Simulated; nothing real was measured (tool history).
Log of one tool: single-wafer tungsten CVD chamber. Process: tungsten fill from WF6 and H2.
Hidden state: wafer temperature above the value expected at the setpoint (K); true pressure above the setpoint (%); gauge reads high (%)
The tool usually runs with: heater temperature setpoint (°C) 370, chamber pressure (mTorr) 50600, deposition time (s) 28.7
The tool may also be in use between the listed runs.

run   hour  heater temperature setpoint (°C)  chamber pressure (mTorr)  deposition time (s)  wafers since the last listed run  hours since the last thermocouple change  hours since the last manometer calibration  hours since the showerhead was replaced  hours since the gauge calibration  read-back reference wafer on the same gauge, thickness_nm  mean film thickness on the monitor wafer (nm)
  1    0.0                               370                     50600                 24.6                                 0                                     695.0                                      2544.3                                   3745.9                              113.3                                                     56.398                                         49.284
  2   32.8                               370                     50600                 24.6                               680                                     727.8                                      2577.1                                   3778.7                              146.1                                                     56.419                                         49.192
  3   44.9                               370                     54900                 28.7                               251                                     739.9                                      2589.2                                   3790.8                              158.2                                                     56.405                                         60.093
  4   76.0                               370                     54900                 28.7                               645                                     771.0                                      2620.3                                   3821.9                              189.3                                                     56.438                                         60.000
  5   90.7                               370                     54900                 28.7                               305                                     785.7                                      2635.0                                   3836.6                              204.0                                                     56.399                                         60.093
  6  120.7                               370                     50600                 28.7                               622                                     815.7                                      2665.0                                   3866.6                              234.0                                                     56.418                                         57.333
  7  148.4                               370                     50600                 28.7                               575                                     843.4                                      2692.7                                   3894.3                              261.7                                                     56.398                                         57.433
  8  163.3                               370                     50600                 28.7                               309                                     858.3                                      2707.6                                   3909.2                              276.6                                                     56.428                                         57.054
  9  178.1                               370                     50600                 28.7                               307                                     873.1                                      2722.4                                   3924.0                              291.4                                                     56.438                                         57.139
 10  198.3                               370                     50600                 28.7                               419                                     893.3                                      2742.6                                   3944.2                              311.6                                                     56.373                                         56.926
     225.6  -- capacitance manometer re-zeroed and calibrated
 11  230.9                               370                     50600                 28.7                               510                                     925.9                                         5.3                                   3976.8                              344.2                                                     56.374                                         60.243
 12  258.3                               370                     50600                 28.7                               568                                     953.3                                        32.7                                   4004.2                              371.6                                                     56.413                                         59.988

Run 13 comes next. What will it give?
     298.7  -- thermocouple changed; heater temperature recalibrated
 13  335.8                               370                     50600                 24.6                              1442                                      37.1                                       110.2                                   4081.7                              449.1                                                          ?                                              ?

read-back reference wafer on the same gauge, thickness_nm: 56.418
mean film thickness on the monitor wafer (nm): 53.241
Minus the tool's unlogged condition, the same run would have read mean film thickness on the monitor wafer (nm) 53.516.
